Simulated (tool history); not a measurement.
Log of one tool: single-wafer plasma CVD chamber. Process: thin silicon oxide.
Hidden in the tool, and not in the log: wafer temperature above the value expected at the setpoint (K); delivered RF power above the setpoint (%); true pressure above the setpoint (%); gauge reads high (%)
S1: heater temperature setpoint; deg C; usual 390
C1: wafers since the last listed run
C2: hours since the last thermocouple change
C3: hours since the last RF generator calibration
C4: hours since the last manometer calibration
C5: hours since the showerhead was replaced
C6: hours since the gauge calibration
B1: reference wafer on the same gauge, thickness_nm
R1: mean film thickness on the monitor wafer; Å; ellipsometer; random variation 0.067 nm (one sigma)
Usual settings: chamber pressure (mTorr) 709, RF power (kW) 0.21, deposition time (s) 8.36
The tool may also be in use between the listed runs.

Run 1, hour 0: usual settings; C1 0; C2 1422.8; C3 2868.4; C4 1682.2; C5 3395.5; C6 319.7; B1 13.394. Result: R1 116.47 Å.
Run 2, hour 12.4: usual settings; C1 329; C2 1435.2; C3 2880.8; C4 1694.6; C5 3407.9; C6 332.1; B1 13.425. Result: R1 117.16 Å.
Run 3, hour 24.5: usual settings but S1 399 deg C, RF power (kW) 0.195; C1 321; C2 1447.3; C3 2892.9; C4 1706.7; C5 3420; C6 344.2; B1 13.412. Result: R1 111.99 Å.
Run 4, hour 34.9: usual settings; C1 276; C2 1457.7; C3 2903.3; C4 1717.1; C5 3430.4; C6 354.6; B1 13.395. Result: R1 116.41 Å.
At hour 52.6: RF generator calibrated.
Run 5, hour 53.1: usual settings; C1 270; C2 1475.9; C3 0.5; C4 1735.3; C5 3448.6; C6 372.8; B1 13.352. Result: R1 115.97 Å.
Run 6, hour 64.2: usual settings; C1 294; C2 1487; C3 11.6; C4 1746.4; C5 3459.7; C6 383.9; B1 13.408. Result: R1 116.54 Å.
Run 7, hour 75.6: usual settings; C1 302; C2 1498.4; C3 23; C4 1757.8; C5 3471.1; C6 395.3; B1 13.379. Result: R1 118.23 Å.
Run 8, hour 82.5: usual settings; C1 183; C2 1505.3; C3 29.9; C4 1764.7; C5 3478; C6 402.2; B1 13.401. Result: R1 117.64 Å.
Run 9, hour 91.8: usual settings; C1 246; C2 1514.6; C3 39.2; C4 1774; C5 3487.3; C6 411.5; B1 13.401. Result: R1 116.61 Å.
At hour 100.5: thermocouple changed; heater temperature recalibrated.
Run 10, hour 101: usual settings; C1 31; C2 0.5; C3 48.4; C4 1783.2; C5 3496.5; C6 420.7; B1 13.415. Result: R1 117.27 Å.
At hour 101.5: gauge calibrated.
Run 11, hour 109.2: usual settings; C1 217; C2 8.7; C3 56.6; C4 1791.4; C5 3504.7; C6 7.7; B1 13.373. Result: R1 118.43 Å.
Run 12, hour 123: usual settings; C1 366; C2 22.5; C3 70.4; C4 1805.2; C5 3518.5; C6 21.5; B1 13.379. Result: R1 117.01 Å.
Run 13, hour 133.5: usual settings but chamber pressure (mTorr) 607, RF power (kW) 0.175; C1 278; C2 33; C3 80.9; C4 1815.7; C5 3529; C6 32; B1 13.434. Result: R1 89.2 Å.
At hour 146.1: showerhead replaced.
Run 14, hour 146.6: usual settings; C1 135; C2 46.1; C3 94; C4 1828.8; C5 0.5; C6 45.1; B1 13.4. Result: R1 117.83 Å.
Run 15, hour 156.3: usual settings; C1 257; C2 55.8; C3 103.7; C4 1838.5; C5 10.2; C6 54.8; B1 13.396. Result: R1 116.2 Å.
Run 16, hour 165: usual settings; C1 230; C2 64.5; C3 112.4; C4 1847.2; C5 18.9; C6 63.5; B1 13.365. Result: R1 116.19 Å.
Run 17, hour 179.1: usual settings; C1 374; C2 78.6; C3 126.5; C4 1861.3; C5 33; C6 77.6; B1 13.374. Result: R1 116.38 Å.
Run 18, hour 186: usual settings; C1 183; C2 85.5; C3 133.4; C4 1868.2; C5 39.9; C6 84.5; B1 13.397. Result: R1 117.03 Å.
Run 19, hour 195.4: usual settings; C1 249; C2 94.9; C3 142.8; C4 1877.6; C5 49.3; C6 93.9; B1 13.398. Result: R1 116.29 Å.
At hour 210.5: capacitance manometer re-zeroed and calibrated.
Run 20, hour 211: usual settings but S1 402 deg C; C1 201; C2 110.5; C3 158.4; C4 0.5; C5 64.9; C6 109.5; B1 13.417. Result: R1 115.45 Å.
Run 21, hour 219.1: usual settings but chamber pressure (mTorr) 754, RF power (kW) 0.225, deposition time (s) 9.59; C1 215; C2 118.6; C3 166.5; C4 8.6; C5 73; C6 117.6; B1 13.383. Result: R1 147.32 Å.
Run 22, hour 226.8: usual settings but chamber pressure (mTorr) 627, deposition time (s) 7.77; C1 204; C2 126.3; C3 174.2; C4 16.3; C5 80.7; C6 125.3; B1 13.392. Result: R1 96.68 Å.
Run 23, hour 238.5: usual settings but RF power (kW) 0.23; C1 310; C2 138; C3 185.9; C4 28; C5 92.4; C6 137; B1 13.409. Result: R1 121.8 Å.
Run 24, hour 251.1: usual settings but deposition time (s) 8.9; C1 334; C2 150.6; C3 198.5; C4 40.6; C5 105; C6 149.6; B1 13.407. Result: R1 124.52 Å.
Run 25, hour 260.3: usual settings but S1 405 deg C, RF power (kW) 0.23; C1 244; C2 159.8; C3 207.7; C4 49.8; C5 114.2; C6 158.8; B1 13.421. Result: R1 120.58 Å.
Run 26, hour 271.6: usual settings; C1 299; C2 171.1; C3 219; C4 61.1; C5 125.5; C6 170.1; B1 13.427. Result: R1 115.73 Å.
Run 27, hour 281.3: usual settings but chamber pressure (mTorr) 770; C1 257; C2 180.8; C3 228.7; C4 70.8; C5 135.2; C6 179.8; B1 13.403. Result: R1 126.45 Å.
Run 28, hour 295: usual settings but S1 398 deg C, chamber pressure (mTorr) 869, deposition time (s) 9.74; C1 363; C2 194.5; C3 242.4; C4 84.5; C5 148.9; C6 193.5; B1 13.398. Result: R1 163.87 Å.
Run 29, hour 303.4: usual settings but S1 385 deg C, deposition time (s) 9.4; C1 222; C2 202.9; C3 250.8; C4 92.9; C5 157.3; C6 201.9; B1 13.399. Result: R1 131.71 Å.

The next listed run, before its measurement:
Run 30, hour 318.5: usual settings but chamber pressure (mTorr) 828; C1 400; C2 218; C3 265.9; C4 108; C5 172.4; C6 217; B1 ?. Result: R1 ?.

{"run 30": {"B1": 13.373, "R1": 135.42}}
Without the tool's hidden state the same run would have given R1 135.42 Å.
